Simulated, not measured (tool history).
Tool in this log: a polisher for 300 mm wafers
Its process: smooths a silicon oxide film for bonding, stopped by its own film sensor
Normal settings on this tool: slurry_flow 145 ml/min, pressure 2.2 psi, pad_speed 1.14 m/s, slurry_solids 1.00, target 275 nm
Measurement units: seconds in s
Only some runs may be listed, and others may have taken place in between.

| run | hour | slurry_flow | pressure | pad_speed | slurry_solids | target | wafers since the last listed run | wafers polished on this pad | hours since the slurry nozzle was cleaned | hours since the head pressure was calibrated | hours since the slurry blender was calibrated | incoming thickness of the incoming film, nm | seconds |
|---|---|---|---|---|---|---|---|---|---|---|---|---|---|
| 1 | 0.0 | 145 | 2.2 | 1.14 | 1.00 | 275 | 0 | 1499 | 91.2 | 38.8 | 421.8 | 317.0 | 49.9 |
| 2 | 60.3 | 145 | 2.2 | 1.14 | 1.00 | 275 | 754 | 2254 | 151.5 | 99.1 | 482.1 | 319.5 | 53.7 |
| 3 | 208.0 | 145 | 2.2 | 1.14 | 1.00 | 281 | 1848 | 4103 | 299.2 | 246.8 | 629.8 | 315.9 | 44.4 |
|  | 233.1 | slurry blender recalibrated |
| 4 | 315.2 | 145 | 2.2 | 1.14 | 1.00 | 281 | 1316 | 5420 | 406.4 | 354.0 | 82.1 | 316.9 | 45.7 |
| 5 | 409.7 | 145 | 2.2 | 1.14 | 1.00 | 281 | 1182 | 6602 | 500.9 | 448.5 | 176.6 | 316.0 | 44.8 |
| 6 | 513.7 | 145 | 2.2 | 1.14 | 1.00 | 275 | 1301 | 7904 | 604.9 | 552.5 | 280.6 | 322.6 | 60.3 |
|  | 520.1 | head pressure recalibrated |
|  | 557.9 | worn pad replaced by a new one |
| 7 | 579.2 | 145 | 2.2 | 1.14 | 1.00 | 275 | 744 | 266 | 670.4 | 59.1 | 346.1 | 316.9 | 49.5 |
|  | 598.2 | slurry nozzle cleaned |
| 8 | 681.0 | 145 | 2.2 | 1.14 | 1.00 | 275 | 1261 | 1528 | 82.8 | 160.9 | 447.9 | 321.5 | 57.3 |
| 9 | 732.7 | 170 | 2.2 | 1.14 | 1.00 | 275 | 647 | 2175 | 134.5 | 212.6 | 499.6 | 317.9 | 51.8 |
| 10 | 794.4 | 145 | 2.2 | 0.96 | 1.30 | 275 | 772 | 2948 | 196.2 | 274.3 | 561.3 | 325.4 | 62.2 |
| 11 | 853.2 | 145 | 2.2 | 1.04 | 1.00 | 282 | 736 | 3684 | 255.0 | 333.1 | 620.1 | 320.2 | 52.4 |
| 12 | 909.1 | 145 | 2.2 | 1.14 | 1.00 | 287 | 699 | 4383 | 310.9 | 389.0 | 676.0 | 321.7 | 44.8 |
|  | 925.4 | slurry blender recalibrated |
| 13 | 1025.1 | 180 | 1.9 | 1.14 | 0.80 | 283 | 1426 | 5810 | 426.9 | 505.0 | 99.7 | 325.1 | 68.6 |
| 14 | 1105.1 | 145 | 2.2 | 1.14 | 1.00 | 275 | 1001 | 6812 | 506.9 | 585.0 | 179.7 | 319.7 | 57.7 |
|  | 1175.2 | slurry nozzle cleaned |
| 15 | 1201.6 | 145 | 2.2 | 1.32 | 0.75 | 282 | 1195 | 8007 | 26.4 | 681.5 | 276.2 | 319.9 | 53.3 |
|  | 1211.2 | head pressure recalibrated |
|  | 1260.4 | worn pad replaced by a new one |
| 16 | 1297.7 | 180 | 2.2 | 1.14 | 1.00 | 275 | 1127 | 467 | 122.5 | 86.5 | 372.3 | 316.3 | 48.7 |
| 17 | 1339.7 | 145 | 2.2 | 1.14 | 1.00 | 275 | 525 | 992 | 164.5 | 128.5 | 414.3 | 323.4 | 59.6 |
| 18 | 1444.1 | 145 | 2.2 | 1.14 | 1.00 | 275 | 1306 | 2299 | 268.9 | 232.9 | 518.7 | 318.2 | 53.8 |
| 19 | 1486.2 | 145 | 2.2 | 0.76 | 1.00 | 288 | 526 | 2826 | 311.0 | 275.0 | 560.8 | 314.9 | 40.3 |
|  | 1504.2 | slurry blender recalibrated |
| 20 | 1571.2 | 145 | 2.2 | 1.14 | 1.00 | 261 | 1038 | 3865 | 396.0 | 360.0 | 67.0 | 322.0 | 77.7 |
| 21 | 1678.3 | 145 | 2.2 | 0.74 | 1.00 | 275 | 1340 | 5206 | 503.1 | 467.1 | 174.1 | 318.9 | 66.4 |
|  | 1731.0 | slurry nozzle cleaned |
| 22 | 1774.2 | 170 | 2.2 | 1.14 | 1.00 | 275 | 1187 | 6394 | 43.2 | 563.0 | 270.0 | 318.5 | 55.4 |
|  | 1810.8 | head pressure recalibrated |
| 23 | 1867.1 | 160 | 1.5 | 1.14 | 1.00 | 275 | 1137 | 7531 | 136.1 | 56.3 | 362.9 | 324.4 | 85.0 |
| 24 | 1920.5 | 145 | 2.2 | 1.26 | 1.00 | 286 | 668 | 8200 | 189.5 | 109.7 | 416.3 | 323.4 | 44.1 |
|  | 1971.6 | worn pad replaced by a new one |
| 25 | 2020.5 | 145 | 2.5 | 1.14 | 1.00 | 275 | 1201 | 612 | 289.5 | 209.7 | 516.3 | 321.0 | 51.1 |
| 26 | 2063.3 | 175 | 2.2 | 1.28 | 1.00 | 275 | 535 | 1147 | 332.3 | 252.5 | 559.1 | 319.6 | 51.9 |
|  | 2128.6 | slurry blender recalibrated |
| 27 | 2139.1 | 145 | 2.2 | 1.14 | 1.00 | 275 | 923 | 2071 | 408.1 | 328.3 | 10.5 | 319.2 | 57.4 |
| 28 | 2226.4 | 145 | 1.6 | 1.14 | 1.00 | 275 | 1092 | 3164 | 495.4 | 415.6 | 97.8 | 318.6 | 77.4 |
| 29 | 2300.7 | 145 | 2.5 | 1.14 | 1.00 | 275 | 930 | 4094 | 569.7 | 489.9 | 172.1 | 318.1 | 48.4 |
|  | 2380.7 | slurry nozzle cleaned |
| 30 | 2381.9 | 185 | 2.2 | 1.14 | 1.10 | 275 | 1003 | 5098 | 1.2 | 571.1 | 253.3 | 322.5 | 57.4 |

Run-by-run hidden state of the tool:
removal rate lost through wear of the pad, %: 0 across all the runs
slurry flow missing at the pad, %: 0 across all the runs
abrasive missing from the slurry, %: 0 across all the runs
H1: deviation of the head's pressure from its setpoint, %
| run | H1 |
|---|---|
| 1 | -1.76 |
| 2 | -3.7 |
| 3 | -6.69 |
| 4 | -7.89 |
| 5 | -8.55 |
| 6 | -9.01 |
| 7 | -3.66 |
| 8 | -6.39 |
| 9 | -7.35 |
| 10 | -8.24 |
| 11 | -8.88 |
| 12 | -9.35 |
| 13 | -10 |
| 14 | -10.3 |
| 15 | -10.5 |
| 16 | -3.88 |
| 17 | -5.01 |
| 18 | -7.03 |
| 19 | -7.61 |
| 20 | -8.48 |
| 21 | -9.19 |
| 22 | -9.59 |
| 23 | -3.94 |
| 24 | -5.55 |
| 25 | -7.68 |
| 26 | -8.33 |
| 27 | -9.21 |
| 28 | -9.91 |
| 29 | -10.3 |
| 30 | -10.6 |
